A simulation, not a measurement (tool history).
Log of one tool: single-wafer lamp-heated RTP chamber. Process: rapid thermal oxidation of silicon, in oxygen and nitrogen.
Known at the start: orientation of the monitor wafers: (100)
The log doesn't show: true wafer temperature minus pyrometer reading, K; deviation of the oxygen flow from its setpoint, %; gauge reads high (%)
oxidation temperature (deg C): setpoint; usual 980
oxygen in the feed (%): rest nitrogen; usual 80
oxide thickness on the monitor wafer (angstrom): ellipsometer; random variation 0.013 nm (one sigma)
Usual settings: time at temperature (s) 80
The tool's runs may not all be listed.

run    day  oxidation temperature (deg C)  time at temperature (s)  oxygen in the feed (%)  wafers since the last listed run  wafers since the last pyrometer calibration  hours since the oxygen flow controller was replaced  hours since the gauge calibration  read-back reference wafer on the same gauge, thickness  oxide thickness on the monitor wafer (angstrom)
  1      0                            980                       80                      80                                 0                                         3006                                               5931.3                              187.2                                                   5.236                                             62.4
  2  0.575                            980                       80                      80                               145                                         3152                                               5945.1                                201                                                   5.234                                            62.26
  3  1.438                            980                      107                      80                               217                                         3369                                               5965.8                              221.7                                                   5.243                                            70.73
  4  2.046                            980                      107                      80                               153                                         3523                                               5980.4                              236.3                                                   5.243                                            70.72
  5  3.362                            980                      107                      80                               332                                         3856                                                 6012                              267.9                                                    5.24                                            70.58
  6  4.821                            980                       80                      80                               368                                         4224                                                 6047                              302.9                                                    5.24                                            61.98
  7  6.396                            980                       80                      80                               397                                         4622                                               6084.8                              340.7                                                   5.243                                            62.32
     6.688  -- gauge calibrated
  8  7.429                            988                       80                      97                               260                                         4883                                               6109.6                               17.8                                                   5.239                                            70.38
  9  8.821                           1007                       92                      93                               351                                         5234                                                 6143                               51.2                                                   5.241                                             85.4

The next listed run, before its measurement:
 10  10.133                           1009                       65                      80                               331                                         5566                                               6174.5                               82.7                                                       ?                                                ?

read-back reference wafer on the same gauge, thickness: 5.239
oxide thickness on the monitor wafer (angstrom): 70.26
Without the tool's hidden state the same run would have given oxide thickness on the monitor wafer (angstrom) 70.26.
